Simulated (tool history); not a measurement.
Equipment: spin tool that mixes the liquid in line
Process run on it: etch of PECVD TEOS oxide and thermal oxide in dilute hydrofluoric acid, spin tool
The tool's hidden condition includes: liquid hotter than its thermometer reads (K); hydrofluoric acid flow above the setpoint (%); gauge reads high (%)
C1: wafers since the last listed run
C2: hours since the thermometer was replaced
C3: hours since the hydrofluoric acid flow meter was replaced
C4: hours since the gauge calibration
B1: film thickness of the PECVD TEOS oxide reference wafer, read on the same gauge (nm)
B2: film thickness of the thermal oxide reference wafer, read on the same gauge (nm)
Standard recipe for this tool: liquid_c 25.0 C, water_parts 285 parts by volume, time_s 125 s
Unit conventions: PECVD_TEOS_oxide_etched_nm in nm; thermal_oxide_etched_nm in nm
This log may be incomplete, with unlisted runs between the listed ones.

{"run": 1, "day": 0.0, "liquid_c": 25.0, "water_parts": 285, "time_s": 125, "C1": 0, "C2": 122.9, "C3": 509.5, "C4": 903.7, "B1": 60.03, "B2": 69.994, "PECVD_TEOS_oxide_etched_nm": 11.65, "thermal_oxide_etched_nm": 1.856}
{"day": 1.017, "done": "gauge calibrated"}
{"run": 2, "day": 2.088, "liquid_c": 25.0, "water_parts": 285, "time_s": 70, "C1": 423, "C2": 173.0, "C3": 559.6, "C4": 25.7, "B1": 59.99, "B2": 70.006, "PECVD_TEOS_oxide_etched_nm": 6.51, "thermal_oxide_etched_nm": 1.054}
{"run": 3, "day": 3.246, "liquid_c": 25.0, "water_parts": 285, "time_s": 125, "C1": 234, "C2": 200.8, "C3": 587.4, "C4": 53.5, "B1": 60.0, "B2": 70.018, "PECVD_TEOS_oxide_etched_nm": 11.63, "thermal_oxide_etched_nm": 1.943}
{"run": 4, "day": 10.133, "liquid_c": 25.0, "water_parts": 285, "time_s": 125, "C1": 1396, "C2": 366.1, "C3": 752.7, "C4": 218.8, "B1": 60.0, "B2": 69.968, "PECVD_TEOS_oxide_etched_nm": 11.67, "thermal_oxide_etched_nm": 1.888}
{"run": 5, "day": 11.862, "liquid_c": 25.0, "water_parts": 285, "time_s": 125, "C1": 350, "C2": 407.6, "C3": 794.2, "C4": 260.3, "B1": 59.96, "B2": 69.981, "PECVD_TEOS_oxide_etched_nm": 11.71, "thermal_oxide_etched_nm": 1.93}
{"run": 6, "day": 15.15, "liquid_c": 25.0, "water_parts": 285, "time_s": 125, "C1": 666, "C2": 486.5, "C3": 873.1, "C4": 339.2, "B1": 60.01, "B2": 70.019, "PECVD_TEOS_oxide_etched_nm": 11.74, "thermal_oxide_etched_nm": 1.897}
{"run": 7, "day": 16.371, "liquid_c": 25.0, "water_parts": 200, "time_s": 125, "C1": 247, "C2": 515.8, "C3": 902.4, "C4": 368.5, "B1": 60.02, "B2": 70.009, "PECVD_TEOS_oxide_etched_nm": 18.4, "thermal_oxide_etched_nm": 3.06}
{"run": 8, "day": 18.808, "liquid_c": 25.0, "water_parts": 200, "time_s": 125, "C1": 494, "C2": 574.3, "C3": 960.9, "C4": 427.0, "B1": 60.02, "B2": 69.97, "PECVD_TEOS_oxide_etched_nm": 18.25, "thermal_oxide_etched_nm": 3.066}
{"run": 9, "day": 21.283, "liquid_c": 25.0, "water_parts": 200, "time_s": 125, "C1": 501, "C2": 633.7, "C3": 1020.3, "C4": 486.4, "B1": 60.0, "B2": 69.98, "PECVD_TEOS_oxide_etched_nm": 18.31, "thermal_oxide_etched_nm": 2.962}
{"run": 10, "day": 22.9, "liquid_c": 25.0, "water_parts": 285, "time_s": 125, "C1": 327, "C2": 672.5, "C3": 1059.1, "C4": 525.2, "B1": 60.0, "B2": 69.984, "PECVD_TEOS_oxide_etched_nm": 11.87, "thermal_oxide_etched_nm": 1.958}
{"run": 11, "day": 24.133, "liquid_c": 25.0, "water_parts": 370, "time_s": 180, "C1": 250, "C2": 702.1, "C3": 1088.7, "C4": 554.8, "B1": 60.0, "B2": 69.984, "PECVD_TEOS_oxide_etched_nm": 12.03, "thermal_oxide_etched_nm": 1.967}
{"run": 12, "day": 27.012, "liquid_c": 22.5, "water_parts": 285, "time_s": 180, "C1": 583, "C2": 771.2, "C3": 1157.8, "C4": 623.9, "B1": 60.0, "B2": 69.961, "PECVD_TEOS_oxide_etched_nm": 15.66, "thermal_oxide_etched_nm": 2.48}
{"run": 13, "day": 29.225, "liquid_c": 25.0, "water_parts": 285, "time_s": 125, "C1": 448, "C2": 824.3, "C3": 1210.9, "C4": 677.0, "B1": 59.99, "B2": 70.016, "PECVD_TEOS_oxide_etched_nm": 11.73, "thermal_oxide_etched_nm": 1.922}
{"run": 14, "day": 31.217, "liquid_c": 25.0, "water_parts": 285, "time_s": 125, "C1": 403, "C2": 872.1, "C3": 1258.7, "C4": 724.8, "B1": 59.99, "B2": 70.004, "PECVD_TEOS_oxide_etched_nm": 11.79, "thermal_oxide_etched_nm": 2.006}
{"run": 15, "day": 33.679, "liquid_c": 25.0, "water_parts": 365, "time_s": 160, "C1": 499, "C2": 931.2, "C3": 1317.8, "C4": 783.9, "B1": 59.98, "B2": 70.011, "PECVD_TEOS_oxide_etched_nm": 10.94, "thermal_oxide_etched_nm": 1.777}
{"run": 16, "day": 36.329, "liquid_c": 21.0, "water_parts": 285, "time_s": 160, "C1": 537, "C2": 994.8, "C3": 1381.4, "C4": 847.5, "B1": 59.96, "B2": 70.0, "PECVD_TEOS_oxide_etched_nm": 13.13, "thermal_oxide_etched_nm": 2.091}
{"day": 36.388, "done": "thermometer replaced"}
{"run": 17, "day": 37.942, "liquid_c": 25.0, "water_parts": 210, "time_s": 125, "C1": 318, "C2": 37.3, "C3": 1420.1, "C4": 886.2, "B1": 59.99, "B2": 69.996, "PECVD_TEOS_oxide_etched_nm": 18.02, "thermal_oxide_etched_nm": 2.943}
{"day": 39.025, "done": "hydrofluoric acid flow meter replaced"}
{"run": 18, "day": 39.312, "liquid_c": 22.0, "water_parts": 285, "time_s": 160, "C1": 269, "C2": 70.2, "C3": 6.9, "C4": 919.1, "B1": 59.99, "B2": 70.027, "PECVD_TEOS_oxide_etched_nm": 14.08, "thermal_oxide_etched_nm": 2.295}
{"run": 19, "day": 41.679, "liquid_c": 25.0, "water_parts": 185, "time_s": 125, "C1": 479, "C2": 127.0, "C3": 63.7, "C4": 975.9, "B1": 60.0, "B2": 70.004, "PECVD_TEOS_oxide_etched_nm": 20.94, "thermal_oxide_etched_nm": 3.387}
{"day": 42.621, "done": "gauge calibrated"}
{"run": 20, "day": 43.825, "liquid_c": 25.0, "water_parts": 285, "time_s": 125, "C1": 435, "C2": 178.5, "C3": 115.2, "C4": 28.9, "B1": 59.99, "B2": 69.994, "PECVD_TEOS_oxide_etched_nm": 12.24, "thermal_oxide_etched_nm": 1.997}
{"day": 44.967, "done": "thermometer replaced, repeated, since the last time left the tool worse"}
{"run": 21, "day": 46.3, "liquid_c": 27.0, "water_parts": 320, "time_s": 175, "C1": 493, "C2": 32.0, "C3": 174.6, "C4": 88.3, "B1": 59.99, "B2": 70.013, "PECVD_TEOS_oxide_etched_nm": 14.81, "thermal_oxide_etched_nm": 2.487}
{"run": 22, "day": 48.696, "liquid_c": 25.0, "water_parts": 285, "time_s": 125, "C1": 485, "C2": 89.5, "C3": 232.1, "C4": 145.8, "B1": 59.99, "B2": 70.041, "PECVD_TEOS_oxide_etched_nm": 11.66, "thermal_oxide_etched_nm": 1.874}
{"run": 23, "day": 50.196, "liquid_c": 25.0, "water_parts": 370, "time_s": 95, "C1": 304, "C2": 125.5, "C3": 268.1, "C4": 181.8, "B1": 60.0, "B2": 70.01, "PECVD_TEOS_oxide_etched_nm": 6.29, "thermal_oxide_etched_nm": 1.033}
{"run": 24, "day": 51.408, "liquid_c": 26.5, "water_parts": 285, "time_s": 125, "C1": 245, "C2": 154.6, "C3": 297.2, "C4": 210.9, "B1": 60.01, "B2": 69.957, "PECVD_TEOS_oxide_etched_nm": 12.17, "thermal_oxide_etched_nm": 1.972}
{"run": 25, "day": 52.817, "liquid_c": 27.5, "water_parts": 150, "time_s": 145, "C1": 285, "C2": 188.4, "C3": 331.0, "C4": 244.7, "B1": 59.98, "B2": 69.978, "PECVD_TEOS_oxide_etched_nm": 32.6, "thermal_oxide_etched_nm": 5.168}
{"run": 26, "day": 58.258, "liquid_c": 21.0, "water_parts": 340, "time_s": 125, "C1": 1103, "C2": 319.0, "C3": 461.6, "C4": 375.3, "B1": 60.02, "B2": 69.951, "PECVD_TEOS_oxide_etched_nm": 8.11, "thermal_oxide_etched_nm": 1.308}

Forecast each of these 4 alternatives for the next run:
{"run": "A", "day": 58.279, "liquid_c": 25.0, "water_parts": 285, "time_s": 125, "C1": 4, "C2": 319.5, "C3": 462.1, "C4": 375.8, "B1": "?", "B2": "?", "PECVD_TEOS_oxide_etched_nm": "?", "thermal_oxide_etched_nm": "?"}
{"run": "B", "day": 58.279, "liquid_c": 28.0, "water_parts": 160, "time_s": 165, "C1": 4, "C2": 319.5, "C3": 462.1, "C4": 375.8, "B1": "?", "B2": "?", "PECVD_TEOS_oxide_etched_nm": "?", "thermal_oxide_etched_nm": "?"}
{"run": "C", "day": 58.279, "liquid_c": 28.5, "water_parts": 285, "time_s": 150, "C1": 4, "C2": 319.5, "C3": 462.1, "C4": 375.8, "B1": "?", "B2": "?", "PECVD_TEOS_oxide_etched_nm": "?", "thermal_oxide_etched_nm": "?"}
{"run": "D", "day": 58.279, "liquid_c": 28.0, "water_parts": 285, "time_s": 125, "C1": 4, "C2": 319.5, "C3": 462.1, "C4": 375.8, "B1": "?", "B2": "?", "PECVD_TEOS_oxide_etched_nm": "?", "thermal_oxide_etched_nm": "?"}

run=A B1=60.01 B2=70.007 PECVD_TEOS_oxide_etched_nm=11.63 thermal_oxide_etched_nm=1.865
run=B B1=60.01 B2=70.007 PECVD_TEOS_oxide_etched_nm=34.98 thermal_oxide_etched_nm=5.608
run=C B1=60.01 B2=70.007 PECVD_TEOS_oxide_etched_nm=15.71 thermal_oxide_etched_nm=2.518
run=D B1=60.01 B2=70.007 PECVD_TEOS_oxide_etched_nm=12.87 thermal_oxide_etched_nm=2.064
Without the tool's hidden state the same runs would have given:
run=A PECVD_TEOS_oxide_etched_nm=11.50 thermal_oxide_etched_nm=1.844
run=B PECVD_TEOS_oxide_etched_nm=34.56 thermal_oxide_etched_nm=5.541
run=C PECVD_TEOS_oxide_etched_nm=15.54 thermal_oxide_etched_nm=2.491
run=D PECVD_TEOS_oxide_etched_nm=12.73 thermal_oxide_etched_nm=2.042
